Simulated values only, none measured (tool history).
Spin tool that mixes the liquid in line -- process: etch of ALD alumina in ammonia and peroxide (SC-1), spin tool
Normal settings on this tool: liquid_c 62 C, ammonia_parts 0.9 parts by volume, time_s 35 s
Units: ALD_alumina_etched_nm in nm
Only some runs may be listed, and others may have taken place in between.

run     day  liquid_c  ammonia_parts  time_s  wafers since the last listed run  hours since the thermometer was replaced  hours since the ammonia flow meter was replaced  hours since the heated supply line was repaired  hours since the drum of ammonia solution was connected  hours since the gauge calibration  read-back film thickness of the ALD alumina reference wafer, read on the same gauge (nm)  ALD_alumina_etched_nm
  1       0        62            0.9      25                                 0                                     393.5                                           1663.5                                            670.1                                                   279.6                              405.3                                                                                     49.97                  2.913
  2   2.817        62            0.9      25                               820                                     461.1                                           1731.1                                            737.7                                                   347.2                              472.9                                                                                    50.018                  2.904
  3   3.938        62            0.9      35                               326                                       488                                             1758                                            764.6                                                   374.1                              499.8                                                                                    50.004                  4.057
  4   5.458        62            0.9      35                               442                                     524.5                                           1794.5                                            801.1                                                   410.6                              536.3                                                                                    49.999                   4.12
  5   7.125        62            0.9      35                               485                                     564.5                                           1834.5                                            841.1                                                   450.6                              576.3                                                                                     49.97                  4.114
  6   9.133        62            0.9      35                               584                                     612.7                                           1882.7                                            889.3                                                   498.8                              624.5                                                                                    50.025                  4.105
  7  17.979        62            0.9      35                              2576                                       825                                             2095                                           1101.6                                                   711.1                              836.8                                                                                    49.978                  4.139
  8  20.779        62            0.9      50                               815                                     892.2                                           2162.2                                           1168.8                                                   778.3                                904                                                                                    50.026                  5.934
     21.842  -- thermometer replaced
  9  22.912        62            0.9      50                               609                                      25.7                                           2213.4                                             1220                                                   829.5                              955.2                                                                                    50.005                  5.607
 10  24.288        62            0.9      50                               400                                      58.7                                           2246.4                                             1253                                                   862.5                              988.2                                                                                    50.005                  5.715
     25.471  -- new drum of ammonia solution connected
 11  27.033        62            0.9      35                               787                                     124.6                                           2312.3                                           1318.9                                                    37.5                             1054.1                                                                                    49.946                  3.963
 12  29.621        62            0.9      20                               753                                     186.7                                           2374.4                                             1381                                                    99.6                             1116.2                                                                                    50.052                  2.273
     33.996  -- gauge calibrated
 13  34.996        62           1.15      55                              1565                                     315.7                                           2503.4                                             1510                                                   228.6                                 24                                                                                    49.978                  6.366
 14  36.492        62            1.2      35                               435                                     351.6                                           2539.3                                           1545.9                                                   264.5                               59.9                                                                                    50.007                  4.074
 15  38.158      69.5           1.15      50                               485                                     391.6                                           2579.3                                           1585.9                                                   304.5                               99.9                                                                                    49.993                  8.418
     39.379  -- ammonia flow meter replaced
     40.208  -- heated supply line repaired
 16  40.638        62            0.9      35                               697                                     451.1                                             30.2                                             10.3                                                     364                              159.4                                                                                    49.958                  4.179
 17  43.546        62            0.9      35                               847                                     520.9                                              100                                             80.1                                                   433.8                              229.2                                                                                    49.986                  4.187
 18  45.242        62            0.9      35                               493                                     561.6                                            140.7                                            120.8                                                   474.5                              269.9                                                                                     50.03                   4.24
 19  46.846        62            1.2      25                               467                                     600.1                                            179.2                                            159.3                                                     513                              308.4                                                                                    49.985                  3.089
 20  49.054        62           0.75      40                               643                                     653.1                                            232.2                                            212.3                                                     566                              361.4                                                                                    50.019                  4.747
 21  50.621      66.5           0.65      20                               456                                     690.7                                            269.8                                            249.9                                                   603.6                                399                                                                                    50.059                  2.881
 22  51.642      58.5           0.45      40                               297                                     715.2                                            294.3                                            274.4                                                   628.1                              423.5                                                                                    50.011                  3.779
 23   52.95        62            0.9      35                               381                                     746.6                                            325.7                                            305.8                                                   659.5                              454.9                                                                                    49.968                  4.239

Alternative continuations, all from the tool just after run 23; predict every row:
  A  52.967        62            1.1      35                                 4                                       747                                            326.1                                            306.2                                                   659.9                              455.3                                                                                         ?                      ?
  B  52.967        62           1.15      35                                 4                                       747                                            326.1                                            306.2                                                   659.9                              455.3                                                                                         ?                      ?
  C  52.967        69           0.65      45                                 4                                       747                                            326.1                                            306.2                                                   659.9                              455.3                                                                                         ?                      ?
  D  52.967        54            0.9      20                                 4                                       747                                            326.1                                            306.2                                                   659.9                              455.3                                                                                         ?                      ?

run  read-back film thickness of the ALD alumina reference wafer, read on the same gauge (nm)  ALD_alumina_etched_nm
  A                                                                                        50                  4.302
  B                                                                                        50                   4.32
  C                                                                                        50                  7.432
  D                                                                                        50                  1.593
Stripped of hidden state, with their random variation kept, the same runs would have yielded:
run  ALD_alumina_etched_nm
  A                  4.205
  B                  4.223
  C                  7.272
  D                  1.555
